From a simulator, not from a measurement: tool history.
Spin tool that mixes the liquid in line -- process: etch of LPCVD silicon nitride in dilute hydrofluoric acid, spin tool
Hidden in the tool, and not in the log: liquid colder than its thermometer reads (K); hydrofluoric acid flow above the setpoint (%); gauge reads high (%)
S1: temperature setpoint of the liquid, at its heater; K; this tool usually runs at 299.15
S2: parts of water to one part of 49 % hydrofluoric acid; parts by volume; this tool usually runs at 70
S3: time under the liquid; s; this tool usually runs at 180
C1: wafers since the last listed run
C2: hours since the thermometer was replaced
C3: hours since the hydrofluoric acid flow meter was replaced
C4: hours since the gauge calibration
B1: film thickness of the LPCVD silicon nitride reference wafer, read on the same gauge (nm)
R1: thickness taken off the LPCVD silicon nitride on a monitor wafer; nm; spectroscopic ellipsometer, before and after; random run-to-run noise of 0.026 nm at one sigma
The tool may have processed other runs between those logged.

{"run": 1, "hour": 0.0, "S1": 299.15, "S2": 85, "S3": 180, "C1": 0, "C2": 543.3, "C3": 695.7, "C4": 553.0, "B1": 100.033, "R1": 1.027}
{"run": 2, "hour": 7.4, "S1": 299.15, "S2": 85, "S3": 180, "C1": 34, "C2": 550.7, "C3": 703.1, "C4": 560.4, "B1": 99.963, "R1": 1.07}
{"run": 3, "hour": 24.9, "S1": 299.15, "S2": 70, "S3": 180, "C1": 82, "C2": 568.2, "C3": 720.6, "C4": 577.9, "B1": 99.995, "R1": 1.283}
{"hour": 29.6, "done": "gauge calibrated"}
{"run": 4, "hour": 36.6, "S1": 299.15, "S2": 70, "S3": 180, "C1": 55, "C2": 579.9, "C3": 732.3, "C4": 7.0, "B1": 99.981, "R1": 1.242}
{"run": 5, "hour": 49.5, "S1": 299.15, "S2": 70, "S3": 180, "C1": 60, "C2": 592.8, "C3": 745.2, "C4": 19.9, "B1": 99.979, "R1": 1.293}
{"run": 6, "hour": 57.4, "S1": 301.65, "S2": 70, "S3": 180, "C1": 37, "C2": 600.7, "C3": 753.1, "C4": 27.8, "B1": 99.985, "R1": 1.49}
{"run": 7, "hour": 71.4, "S1": 299.15, "S2": 80, "S3": 180, "C1": 66, "C2": 614.7, "C3": 767.1, "C4": 41.8, "B1": 100.009, "R1": 1.133}
{"run": 8, "hour": 80.8, "S1": 303.15, "S2": 70, "S3": 180, "C1": 44, "C2": 624.1, "C3": 776.5, "C4": 51.2, "B1": 99.983, "R1": 1.608}
{"run": 9, "hour": 91.9, "S1": 299.15, "S2": 70, "S3": 180, "C1": 52, "C2": 635.2, "C3": 787.6, "C4": 62.3, "B1": 100.013, "R1": 1.247}
{"run": 10, "hour": 103.6, "S1": 299.15, "S2": 50, "S3": 95, "C1": 55, "C2": 646.9, "C3": 799.3, "C4": 74.0, "B1": 100.01, "R1": 0.91}
{"run": 11, "hour": 119.9, "S1": 297.15, "S2": 100, "S3": 180, "C1": 76, "C2": 663.2, "C3": 815.6, "C4": 90.3, "B1": 100.002, "R1": 0.778}
{"run": 12, "hour": 130.1, "S1": 299.15, "S2": 90, "S3": 180, "C1": 48, "C2": 673.4, "C3": 825.8, "C4": 100.5, "B1": 99.975, "R1": 0.979}
{"run": 13, "hour": 144.6, "S1": 294.65, "S2": 70, "S3": 235, "C1": 68, "C2": 687.9, "C3": 840.3, "C4": 115.0, "B1": 99.995, "R1": 1.192}
{"run": 14, "hour": 152.8, "S1": 300.65, "S2": 85, "S3": 180, "C1": 38, "C2": 696.1, "C3": 848.5, "C4": 123.2, "B1": 100.026, "R1": 1.147}
{"run": 15, "hour": 160.3, "S1": 303.15, "S2": 60, "S3": 180, "C1": 35, "C2": 703.6, "C3": 856.0, "C4": 130.7, "B1": 99.952, "R1": 1.913}
{"run": 16, "hour": 177.5, "S1": 296.65, "S2": 70, "S3": 180, "C1": 81, "C2": 720.8, "C3": 873.2, "C4": 147.9, "B1": 100.028, "R1": 1.026}
{"run": 17, "hour": 225.1, "S1": 299.15, "S2": 70, "S3": 180, "C1": 224, "C2": 768.4, "C3": 920.8, "C4": 195.5, "B1": 100.011, "R1": 1.218}
{"hour": 226.3, "done": "thermometer replaced"}
{"run": 18, "hour": 235.0, "S1": 300.65, "S2": 70, "S3": 180, "C1": 42, "C2": 8.7, "C3": 930.7, "C4": 205.4, "B1": 99.964, "R1": 1.274}
{"run": 19, "hour": 241.5, "S1": 302.15, "S2": 70, "S3": 180, "C1": 30, "C2": 15.2, "C3": 937.2, "C4": 211.9, "B1": 99.997, "R1": 1.402}
{"run": 20, "hour": 255.9, "S1": 299.15, "S2": 40, "S3": 180, "C1": 67, "C2": 29.6, "C3": 951.6, "C4": 226.3, "B1": 100.023, "R1": 2.044}
{"run": 21, "hour": 269.3, "S1": 303.65, "S2": 70, "S3": 180, "C1": 63, "C2": 43.0, "C3": 965.0, "C4": 239.7, "B1": 100.015, "R1": 1.558}
{"hour": 272.3, "done": "hydrofluoric acid flow meter replaced"}
{"run": 22, "hour": 286.4, "S1": 301.15, "S2": 70, "S3": 180, "C1": 76, "C2": 60.1, "C3": 14.1, "C4": 256.8, "B1": 100.002, "R1": 1.32}
{"run": 23, "hour": 294.4, "S1": 299.15, "S2": 45, "S3": 180, "C1": 37, "C2": 68.1, "C3": 22.1, "C4": 264.8, "B1": 99.967, "R1": 1.738}
{"hour": 306.3, "done": "thermometer replaced, repeated, since the last time left the tool worse"}
{"run": 24, "hour": 308.0, "S1": 299.15, "S2": 85, "S3": 100, "C1": 59, "C2": 1.7, "C3": 35.7, "C4": 278.4, "B1": 100.005, "R1": 0.627}
{"run": 25, "hour": 316.6, "S1": 295.15, "S2": 70, "S3": 150, "C1": 40, "C2": 10.3, "C3": 44.3, "C4": 287.0, "B1": 99.99, "R1": 0.905}
{"run": 26, "hour": 336.2, "S1": 302.15, "S2": 70, "S3": 125, "C1": 92, "C2": 29.9, "C3": 63.9, "C4": 306.6, "B1": 99.985, "R1": 1.159}
{"run": 27, "hour": 348.2, "S1": 301.65, "S2": 50, "S3": 265, "C1": 56, "C2": 41.9, "C3": 75.9, "C4": 318.6, "B1": 100.016, "R1": 3.434}
{"run": 28, "hour": 358.2, "S1": 299.15, "S2": 70, "S3": 180, "C1": 47, "C2": 51.9, "C3": 85.9, "C4": 328.6, "B1": 99.984, "R1": 1.423}
{"run": 29, "hour": 372.2, "S1": 299.15, "S2": 70, "S3": 180, "C1": 66, "C2": 65.9, "C3": 99.9, "C4": 342.6, "B1": 99.983, "R1": 1.39}
{"run": 30, "hour": 411.2, "S1": 304.15, "S2": 80, "S3": 180, "C1": 184, "C2": 104.9, "C3": 138.9, "C4": 381.6, "B1": 99.995, "R1": 1.612}
{"run": 31, "hour": 419.1, "S1": 303.15, "S2": 70, "S3": 180, "C1": 37, "C2": 112.8, "C3": 146.8, "C4": 389.5, "B1": 99.973, "R1": 1.787}

The logged runs with the hidden state left out (each run's random variation unchanged):
run=1 R1=1.126
run=2 R1=1.174
run=3 R1=1.412
run=4 R1=1.370
run=5 R1=1.429
run=6 R1=1.646
run=7 R1=1.255
run=8 R1=1.779
run=9 R1=1.386
run=10 R1=1.015
run=11 R1=0.869
run=12 R1=1.093
run=13 R1=1.341
run=14 R1=1.285
run=15 R1=2.144
run=16 R1=1.159
run=17 R1=1.382
run=18 R1=1.562
run=19 R1=1.717
run=20 R1=2.528
run=21 R1=1.911
run=22 R1=1.629
run=23 R1=2.161
run=24 R1=0.633
run=25 R1=0.914
run=26 R1=1.173
run=27 R1=3.483
run=28 R1=1.446
run=29 R1=1.415
run=30 R1=1.649
run=31 R1=1.830
